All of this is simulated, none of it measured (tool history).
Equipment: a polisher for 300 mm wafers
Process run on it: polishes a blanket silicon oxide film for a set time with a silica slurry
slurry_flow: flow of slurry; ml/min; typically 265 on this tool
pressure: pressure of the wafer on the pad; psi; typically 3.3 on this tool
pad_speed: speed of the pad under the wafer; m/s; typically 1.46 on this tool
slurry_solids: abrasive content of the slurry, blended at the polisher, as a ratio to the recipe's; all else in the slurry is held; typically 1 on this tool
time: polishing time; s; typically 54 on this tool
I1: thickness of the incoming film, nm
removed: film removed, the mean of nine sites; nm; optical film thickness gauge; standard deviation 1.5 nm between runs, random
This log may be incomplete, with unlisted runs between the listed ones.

Run 1, hour 0: usual settings; I1 1829.2. Result: removed 136.9 nm.
At hour 18: worn pad replaced by a new one.
Run 2, hour 29.2: usual settings; I1 1778.7. Result: removed 137.2 nm.
At hour 45.4: conditioning disc replaced and pad reconditioned.
At hour 56: slurry blender recalibrated.
Run 3, hour 116.1: usual settings but time 39 s; I1 1797.2. Result: removed 111.3 nm.
Run 4, hour 131.1: usual settings but time 39 s; I1 1800.3. Result: removed 111.9 nm.
At hour 134: slurry nozzle cleaned.
Run 5, hour 143.6: usual settings but time 37 s; I1 1810.9. Result: removed 104.5 nm.
Run 6, hour 221.9: usual settings but slurry_flow 300 ml/min, slurry_solids 1.2; I1 1809.6. Result: removed 160.5 nm.
Run 7, hour 236.5: usual settings; I1 1789.1. Result: removed 149.7 nm.
Run 8, hour 254.7: usual settings but slurry_flow 315 ml/min, time 63 s; I1 1807.2. Result: removed 173.9 nm.
Run 9, hour 272: usual settings; I1 1808.7. Result: removed 146 nm.
At hour 284.4: worn pad replaced by a new one.
Run 10, hour 290.6: usual settings but slurry_solids 0.85; I1 1784.1. Result: removed 138.7 nm.
Run 11, hour 303.2: usual settings; I1 1802.5. Result: removed 147 nm.
At hour 306.7: slurry blender recalibrated.
Run 12, hour 315.7: usual settings but pressure 3.9 psi, pad_speed 0.94 m/s; I1 1785. Result: removed 125.8 nm.
At hour 336.4: head pressure recalibrated.
Run 13, hour 345.8: usual settings but pressure 2.4 psi, time 73 s; I1 1787.8. Result: removed 154.9 nm.
Run 14, hour 388.3: usual settings but pad_speed 1.1 m/s, time 43 s; I1 1820.3. Result: removed 94.2 nm.
Run 15, hour 408.7: usual settings but slurry_flow 200 ml/min, pressure 2.9 psi, pad_speed 1.94 m/s; I1 1788.4. Result: removed 148.1 nm.
At hour 412.3: conditioning disc replaced and pad reconditioned.
At hour 420.3: slurry nozzle cleaned.
Run 16, hour 440: usual settings but pressure 4.3 psi, slurry_solids 0.85; I1 1793.3. Result: removed 180.1 nm.
Run 17, hour 461.7: usual settings but slurry_flow 205 ml/min, slurry_solids 0.85, time 70 s; I1 1775.1. Result: removed 182 nm.
Run 18, hour 477.5: usual settings but slurry_flow 230 ml/min, pressure 3.9 psi, pad_speed 1.94 m/s, time 61 s; I1 1824.8. Result: removed 239.6 nm.
Run 19, hour 499.5: usual settings but slurry_flow 200 ml/min, pressure 2.6 psi, slurry_solids 0.9, time 41 s; I1 1801. Result: removed 90.4 nm.
At hour 531.2: slurry blender recalibrated.
At hour 563.6: worn pad replaced by a new one.
Run 20, hour 585.6: usual settings but slurry_flow 195 ml/min, pressure 3.8 psi, slurry_solids 0.7; I1 1799.7. Result: removed 145.6 nm.
Run 21, hour 619.5: usual settings; I1 1827.5. Result: removed 150.7 nm.
Run 22, hour 649.7: usual settings but time 63 s; I1 1816.9. Result: removed 171.8 nm.
Run 23, hour 671.5: usual settings but slurry_flow 355 ml/min, pressure 2.5 psi; I1 1780.1. Result: removed 122.9 nm.
At hour 705.5: slurry nozzle cleaned.
Run 24, hour 707: usual settings; I1 1788.1. Result: removed 141.3 nm.
Run 25, hour 738.7: usual settings but slurry_flow 235 ml/min, pad_speed 1.08 m/s, time 62 s; I1 1782.5. Result: removed 133.6 nm.

Run-by-run hidden state of the tool:
removal rate lost through wear of the pad, %: 0, the same for each run
slurry flow missing at the pad, %: 0, the same for each run
deviation of the head's pressure from its setpoint, %: 0, the same for each run
abrasive missing from the slurry, %: 0, the same for each run
H1: time polished since the conditioner stopped cutting, s
run    H1
  1   146
  2   167
  3  6.87
  4  9.25
  5  11.6
  6  33.4
  7  38.8
  8  46.2
  9  53.9
 10  62.8
 11  69.2
 12  75.9
 13  93.3
 14   121
 15   136
 16  6.95
 17  8.65
 18  10.5
 19  13.9
 20  36.7
 21  49.7
 22  63.4
 23  74.4
 24  94.3
 25   114

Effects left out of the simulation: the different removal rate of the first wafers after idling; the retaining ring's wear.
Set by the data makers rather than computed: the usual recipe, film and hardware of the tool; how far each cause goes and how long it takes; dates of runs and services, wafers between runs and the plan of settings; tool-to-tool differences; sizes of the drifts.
